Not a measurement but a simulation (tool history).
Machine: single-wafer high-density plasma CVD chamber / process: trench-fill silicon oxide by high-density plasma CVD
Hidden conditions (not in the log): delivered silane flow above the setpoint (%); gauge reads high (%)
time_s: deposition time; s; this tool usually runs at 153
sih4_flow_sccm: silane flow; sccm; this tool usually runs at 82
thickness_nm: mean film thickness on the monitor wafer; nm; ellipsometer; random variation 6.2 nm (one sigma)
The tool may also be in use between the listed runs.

run,day,time_s,sih4_flow_sccm,wafers since the last listed run,hours since the silane flow controller was replaced,hours since the gauge calibration,"read-back reference wafer on the same gauge, thickness_nm",thickness_nm
1,0,153,82,0,1501.3,81.3,1390.205,1209.241
2,0.517,153,82,89,1513.7,93.7,1391.482,1217.432
3,1.75,153,82,212,1543.3,123.3,1389.346,1211.076
4,2.279,153,82,91,1556,136,1389.781,1204.679
5,3.288,153,82,173,1580.2,160.2,1390.39,1199.499
6,4.096,153,95,139,1599.6,179.6,1390.872,1408.301
7,4.729,153,95,109,1614.8,194.8,1388.969,1406.298
8,5.638,153,95,156,1636.6,216.6,1389.712,1404.072
9,6.429,153,82,136,1655.6,235.6,1390.452,1204.491
10,7.217,153,82,135,1674.5,254.5,1390.407,1212.175
11,8.171,153,82,164,1697.4,277.4,1390.8,1210.17
12,8.983,166,86,139,1716.9,296.9,1389.983,1373.124
13,10.15,166,86,200,1744.9,324.9,1390.693,1367.29
# day 13.179: silane flow controller replaced
14,14.333,166,86,663,27.7,425.3,1390.564,1322.172
15,15.662,171,82,228,59.6,457.2,1392.084,1306.383
16,16.233,171,82,98,73.3,470.9,1389.809,1301.383
17,17.046,161,86,139,92.8,490.4,1389.457,1282.168
18,17.771,153,66,124,110.2,507.8,1390.422,930.854
19,18.854,134,71,186,136.2,533.8,1389.645,878.964
# day 20.129: silane flow controller replaced, repeated, since the last time left the tool worse
20,20.321,182,78,195,4.6,569,1388.749,1420.004
21,21.5,143,94,203,32.9,597.3,1388.424,1339.163
22,22.033,183,91,91,45.7,610.1,1389.006,1657.236
# day 23.162: gauge calibrated
23,23.496,128,68,251,80.8,8,1389.488,863.161
24,24.875,172,75,237,113.9,41.1,1391.184,1276.252
25,25.808,153,82,160,136.3,63.5,1390.158,1244.018
26,26.696,153,67,152,157.6,84.8,1390.04,1015.883
27,27.475,173,87,134,176.3,103.5,1388.514,1488.552
28,28.679,126,95,207,205.2,132.4,1389.219,1185.974
29,29.925,153,82,214,235.1,162.3,1391.128,1243.779
30,30.596,172,73,115,251.2,178.4,1391.632,1242.622
31,32.079,153,82,255,286.8,214,1389.921,1229.978
32,33.404,171,75,228,318.6,245.8,1391.191,1265.198

Measured result minus the same run's result without the hidden state. Both carry the same run-to-run variation, though not necessarily the same gauge scatter:
run,thickness_nm
1,-45.991
2,-46.672
3,-47.306
4,-47.432
5,-47.941
6,-56.957
7,-57.401
8,-58.064
9,-50.374
10,-51.26
11,-51.86
12,-59.504
13,-60.199
14,-106.961
15,-106.79
16,-106.855
17,-105.942
18,-77.345
19,-73.643
20,-8.245
21,-8.646
22,-11.188
23,-6.526
24,-10.623
25,-10.998
26,-9.482
27,-14.537
28,-12.377
29,-13.843
30,-14.294
31,-15.167
32,-16.538

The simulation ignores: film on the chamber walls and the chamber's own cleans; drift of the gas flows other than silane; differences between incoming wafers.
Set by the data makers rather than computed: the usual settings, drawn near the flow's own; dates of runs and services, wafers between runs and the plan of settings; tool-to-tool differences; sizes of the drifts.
